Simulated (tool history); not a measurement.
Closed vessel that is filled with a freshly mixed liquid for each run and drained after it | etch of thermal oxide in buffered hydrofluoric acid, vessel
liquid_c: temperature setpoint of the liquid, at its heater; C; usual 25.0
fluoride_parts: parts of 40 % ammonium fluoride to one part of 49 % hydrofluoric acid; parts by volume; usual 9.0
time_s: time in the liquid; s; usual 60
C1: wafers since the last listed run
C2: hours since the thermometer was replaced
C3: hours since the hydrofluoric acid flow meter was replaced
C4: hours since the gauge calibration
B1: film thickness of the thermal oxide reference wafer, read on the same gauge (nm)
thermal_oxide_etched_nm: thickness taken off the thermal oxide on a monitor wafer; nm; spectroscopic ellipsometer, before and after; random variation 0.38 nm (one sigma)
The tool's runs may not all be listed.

run 1 hour=0.0 | liquid_c=25.0 fluoride_parts=9.0 time_s=60 | C1=0 C2=1390.0 C3=441.0 C4=1499.7 | B1=40.06 | thermal_oxide_etched_nm=76.29
run 2 hour=41.6 | liquid_c=25.0 fluoride_parts=9.0 time_s=75 | C1=3080 C2=1431.6 C3=482.6 C4=1541.3 | B1=39.93 | thermal_oxide_etched_nm=94.94
-- hour=68.9 hydrofluoric acid flow meter replaced
run 3 hour=74.0 | liquid_c=27.0 fluoride_parts=9.5 time_s=60 | C1=2325 C2=1464.0 C3=5.1 C4=1573.7 | B1=40.03 | thermal_oxide_etched_nm=81.46
run 4 hour=105.9 | liquid_c=27.0 fluoride_parts=9.5 time_s=60 | C1=2362 C2=1495.9 C3=37.0 C4=1605.6 | B1=39.99 | thermal_oxide_etched_nm=82.28
run 5 hour=291.1 | liquid_c=27.0 fluoride_parts=9.5 time_s=60 | C1=13714 C2=1681.1 C3=222.2 C4=1790.8 | B1=39.98 | thermal_oxide_etched_nm=80.74
run 6 hour=339.1 | liquid_c=25.0 fluoride_parts=9.0 time_s=45 | C1=3554 C2=1729.1 C3=270.2 C4=1838.8 | B1=39.99 | thermal_oxide_etched_nm=56.61
run 7 hour=372.1 | liquid_c=25.0 fluoride_parts=9.0 time_s=45 | C1=2443 C2=1762.1 C3=303.2 C4=1871.8 | B1=39.99 | thermal_oxide_etched_nm=56.21
run 8 hour=409.0 | liquid_c=25.0 fluoride_parts=10.0 time_s=60 | C1=2732 C2=1799.0 C3=340.1 C4=1908.7 | B1=40.00 | thermal_oxide_etched_nm=70.60
-- hour=445.1 thermometer replaced
run 9 hour=453.1 | liquid_c=25.0 fluoride_parts=10.0 time_s=60 | C1=3191 C2=8.0 C3=384.2 C4=1952.8 | B1=39.99 | thermal_oxide_etched_nm=74.78
run 10 hour=507.9 | liquid_c=20.5 fluoride_parts=12.5 time_s=60 | C1=4058 C2=62.8 C3=439.0 C4=2007.6 | B1=40.01 | thermal_oxide_etched_nm=46.38
-- hour=540.2 hydrofluoric acid flow meter replaced
run 11 hour=551.2 | liquid_c=25.0 fluoride_parts=9.0 time_s=60 | C1=3132 C2=106.1 C3=11.0 C4=2050.9 | B1=40.00 | thermal_oxide_etched_nm=79.64
run 12 hour=607.4 | liquid_c=25.0 fluoride_parts=7.0 time_s=90 | C1=4161 C2=162.3 C3=67.2 C4=2107.1 | B1=40.06 | thermal_oxide_etched_nm=155.29
run 13 hour=664.4 | liquid_c=25.0 fluoride_parts=9.0 time_s=50 | C1=4221 C2=219.3 C3=124.2 C4=2164.1 | B1=39.98 | thermal_oxide_etched_nm=65.75
run 14 hour=715.8 | liquid_c=24.0 fluoride_parts=9.0 time_s=55 | C1=3806 C2=270.7 C3=175.6 C4=2215.5 | B1=39.98 | thermal_oxide_etched_nm=68.38
run 15 hour=767.5 | liquid_c=25.0 fluoride_parts=9.0 time_s=60 | C1=3828 C2=322.4 C3=227.3 C4=2267.2 | B1=39.98 | thermal_oxide_etched_nm=78.27
run 16 hour=819.9 | liquid_c=21.0 fluoride_parts=8.0 time_s=40 | C1=3880 C2=374.8 C3=279.7 C4=2319.6 | B1=40.03 | thermal_oxide_etched_nm=47.61
run 17 hour=847.9 | liquid_c=29.5 fluoride_parts=5.5 time_s=45 | C1=2073 C2=402.8 C3=307.7 C4=2347.6 | B1=39.99 | thermal_oxide_etched_nm=121.93
run 18 hour=897.8 | liquid_c=29.0 fluoride_parts=11.5 time_s=75 | C1=3695 C2=452.7 C3=357.6 C4=2397.5 | B1=39.98 | thermal_oxide_etched_nm=99.02
run 19 hour=930.5 | liquid_c=25.0 fluoride_parts=9.0 time_s=60 | C1=2421 C2=485.4 C3=390.3 C4=2430.2 | B1=40.01 | thermal_oxide_etched_nm=77.51
-- hour=948.1 gauge calibrated
run 20 hour=975.8 | liquid_c=30.0 fluoride_parts=8.0 time_s=60 | C1=3354 C2=530.7 C3=435.6 C4=27.7 | B1=40.00 | thermal_oxide_etched_nm=115.60
run 21 hour=1009.5 | liquid_c=25.0 fluoride_parts=9.0 time_s=60 | C1=2495 C2=564.4 C3=469.3 C4=61.4 | B1=40.02 | thermal_oxide_etched_nm=78.60
-- hour=1070.0 hydrofluoric acid flow meter replaced
run 22 hour=1083.5 | liquid_c=29.0 fluoride_parts=6.0 time_s=40 | C1=5405 C2=638.4 C3=13.5 C4=135.4 | B1=39.97 | thermal_oxide_etched_nm=96.73
run 23 hour=1145.1 | liquid_c=26.5 fluoride_parts=9.0 time_s=30 | C1=4561 C2=700.0 C3=75.1 C4=197.0 | B1=40.06 | thermal_oxide_etched_nm=42.23
run 24 hour=1170.3 | liquid_c=25.0 fluoride_parts=9.0 time_s=60 | C1=1866 C2=725.2 C3=100.3 C4=222.2 | B1=40.04 | thermal_oxide_etched_nm=77.87
run 25 hour=1194.6 | liquid_c=25.0 fluoride_parts=9.0 time_s=60 | C1=1799 C2=749.5 C3=124.6 C4=246.5 | B1=39.99 | thermal_oxide_etched_nm=77.75
run 26 hour=1220.0 | liquid_c=27.0 fluoride_parts=9.5 time_s=60 | C1=1880 C2=774.9 C3=150.0 C4=271.9 | B1=39.95 | thermal_oxide_etched_nm=83.97
run 27 hour=1268.4 | liquid_c=27.5 fluoride_parts=6.0 time_s=30 | C1=3584 C2=823.3 C3=198.4 C4=320.3 | B1=39.97 | thermal_oxide_etched_nm=66.43
run 28 hour=1298.8 | liquid_c=25.0 fluoride_parts=8.0 time_s=90 | C1=2251 C2=853.7 C3=228.8 C4=350.7 | B1=40.01 | thermal_oxide_etched_nm=131.74

The next listed run, before its measurement:
run 29 hour=1370.3 | liquid_c=25.0 fluoride_parts=7.0 time_s=85 | C1=5294 C2=925.2 C3=300.3 C4=422.2 | B1=? | thermal_oxide_etched_nm=?

{"run 29": {"B1": 40.01, "thermal_oxide_etched_nm": 142.78}}
Without the tool's hidden state the same run would have given thermal_oxide_etched_nm 148.79 nm.
